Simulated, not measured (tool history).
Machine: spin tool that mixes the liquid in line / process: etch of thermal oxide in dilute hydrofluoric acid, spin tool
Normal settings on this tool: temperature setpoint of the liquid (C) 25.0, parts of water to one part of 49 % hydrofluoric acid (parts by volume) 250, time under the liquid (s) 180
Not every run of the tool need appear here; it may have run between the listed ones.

run,hour,temperature setpoint of the liquid (C),parts of water to one part of 49 % hydrofluoric acid (parts by volume),time under the liquid (s),wafers since the last listed run,hours since the thermometer was replaced,hours since the hydrofluoric acid flow meter was replaced,hours since the gauge calibration,"read-back film thickness of the thermal oxide reference wafer, read on the same gauge (nm)",thickness taken off the thermal oxide on a monitor wafer (Å)
1,0.0,25.0,250,180,0,1795.7,1528.7,178.7,40.005,26.83
2,8.5,25.0,215,180,57,1804.2,1537.2,187.2,39.991,32.55
3,15.4,25.0,215,180,47,1811.1,1544.1,194.1,39.997,32.49
4,33.4,25.0,155,100,122,1829.1,1562.1,212.1,40.005,26.72
5,46.8,25.0,250,235,91,1842.5,1575.5,225.5,40.004,34.66
6,60.3,25.0,250,235,92,1856.0,1589.0,239.0,39.985,34.48
7,75.0,25.0,250,235,100,1870.7,1603.7,253.7,40.015,34.63
8,83.1,25.0,250,180,55,1878.8,1611.8,261.8,39.999,26.41
9,90.5,25.0,250,180,50,1886.2,1619.2,269.2,40.006,26.32
10,103.8,25.0,250,180,90,1899.5,1632.5,282.5,39.978,26.72
11,120.7,25.0,250,180,115,1916.4,1649.4,299.4,39.979,25.95
12,135.4,25.0,250,180,100,1931.1,1664.1,314.1,39.991,26.08
# hour 148.8: gauge calibrated
13,151.1,21.0,250,180,107,1946.8,1679.8,2.3,39.998,22.70
14,157.7,21.0,250,180,45,1953.4,1686.4,8.9,39.993,22.49
# hour 173.7: hydrofluoric acid flow meter replaced
15,195.1,25.0,250,180,248,1990.8,21.4,46.3,39.986,31.45
16,210.5,23.5,350,180,105,2006.2,36.8,61.7,39.982,19.07
17,224.8,22.5,300,225,97,2020.5,51.1,76.0,39.993,28.06
# hour 232.6: thermometer replaced
18,238.9,20.5,280,95,89,6.3,65.2,90.1,39.988,12.02
19,245.0,20.5,280,95,41,12.4,71.3,96.2,40.019,12.12
20,252.1,25.0,250,180,48,19.5,78.4,103.3,39.982,31.06
21,260.7,25.0,250,180,58,28.1,87.0,111.9,40.019,30.96
22,266.8,21.0,250,180,41,34.2,93.1,118.0,40.009,26.45
23,276.9,25.0,250,95,68,44.3,103.2,128.1,40.004,16.19
24,308.0,21.0,165,180,212,75.4,134.3,159.2,39.971,43.99
25,325.7,27.5,285,275,120,93.1,152.0,176.9,40.009,43.25
26,351.3,25.0,250,180,174,118.7,177.6,202.5,40.006,30.83
27,362.3,22.0,370,135,75,129.7,188.6,213.5,40.000,12.48
28,370.2,27.5,285,180,53,137.6,196.5,221.4,40.004,28.09
29,383.8,21.0,285,180,92,151.2,210.1,235.0,39.990,22.40

For each entry between runs, how does the tool's hidden state at the last listed run before it compare with that at the first listed run after it?
From run 12 to run 13: gauge calibrated (hour 148.8)
  hydrofluoric acid flow below the setpoint (%): 13.5 -> 13.6
  what was measured, less what the result would be without the hidden state, thickness taken off the thermal oxide on a monitor wafer (Å): -5.29 -> -4.56
From run 14 to run 15: hydrofluoric acid flow meter replaced (hour 173.7)
  hydrofluoric acid flow below the setpoint (%): 13.7 -> 1.13
  what was measured, less what the result would be without the hidden state, thickness taken off the thermal oxide on a monitor wafer (Å): -4.54 -> -0.45
From run 17 to run 18: thermometer replaced (hour 232.6)
  hydrofluoric acid flow below the setpoint (%): 1.34 -> 1.44
  what was measured, less what the result would be without the hidden state, thickness taken off the thermal oxide on a monitor wafer (Å): -0.49 -> -0.22

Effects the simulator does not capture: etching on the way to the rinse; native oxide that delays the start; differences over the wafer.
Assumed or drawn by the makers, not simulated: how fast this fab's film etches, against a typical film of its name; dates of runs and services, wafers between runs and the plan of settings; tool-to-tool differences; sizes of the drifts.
